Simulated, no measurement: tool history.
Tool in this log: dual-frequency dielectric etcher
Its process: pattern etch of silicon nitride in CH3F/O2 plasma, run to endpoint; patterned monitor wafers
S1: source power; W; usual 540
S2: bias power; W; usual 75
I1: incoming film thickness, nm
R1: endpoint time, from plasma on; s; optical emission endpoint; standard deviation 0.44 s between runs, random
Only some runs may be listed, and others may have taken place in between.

run   hour   S1  S2    I1    R1
  1    0.0  540  75  59.0  60.7
  2   29.2  540  75  60.1  61.9
  3   81.5  540  75  60.0  61.5
  4  140.6  540  75  60.4  61.7
  5  189.1  540  75  60.4  61.1
     253.2  -- wet clean of the chamber
  6  257.8  540  75  59.1  63.3
  7  312.0  540  75  59.2  62.0
  8  355.1  640  75  59.4  57.6
     382.2  -- bias power generator calibrated
  9  392.1  540  90  60.1  57.5
 10  422.8  540  90  59.1  56.5
     429.9  -- source power generator calibrated
 11  487.9  610  89  59.0  52.6
 12  525.8  630  60  59.1  61.6
     554.9  -- upper electrode replaced
 13  592.5  540  87  59.8  56.3
 14  658.6  640  90  59.2  50.6
     728.0  -- wet clean of the chamber
 15  728.5  590  94  59.4  53.0
 16  784.0  480  65  59.3  72.7
 17  822.7  540  75  59.4  61.8
 18  861.4  590  94  59.4  53.1
 19  923.9  540  92  59.5  55.9
 20  986.4  540  75  59.7  61.4

How would selected steps in R1 from run to run divide? Give the signed amount a tool lacking its hidden state would still show from settings, what came in and random variation, and the signed amount left for the hidden state, including any gauge scatter that is not in both of the compared results.
The hidden state here: etch rate over this chamber's usual, %; source power that arrives over what is set, %; bias power that arrives over what is set, %.
Run 5 -> 6: wet clean of the chamber. R1 +2.2 s: hidden state +2.7, all else -0.5.
Run 14 -> 15: S1 640 -> 590, S2 90 -> 94, wet clean of the chamber. R1 +2.4 s: hidden state +1.4, all else +1.0.
Run 15 -> 16: S1 590 -> 480, S2 94 -> 65. R1 +19.7 s: hidden state -0.3, all else +20.0.
Run 16 -> 17: S1 480 -> 540, S2 65 -> 75. R1 -10.9 s: hidden state -0.1, all else -10.8.

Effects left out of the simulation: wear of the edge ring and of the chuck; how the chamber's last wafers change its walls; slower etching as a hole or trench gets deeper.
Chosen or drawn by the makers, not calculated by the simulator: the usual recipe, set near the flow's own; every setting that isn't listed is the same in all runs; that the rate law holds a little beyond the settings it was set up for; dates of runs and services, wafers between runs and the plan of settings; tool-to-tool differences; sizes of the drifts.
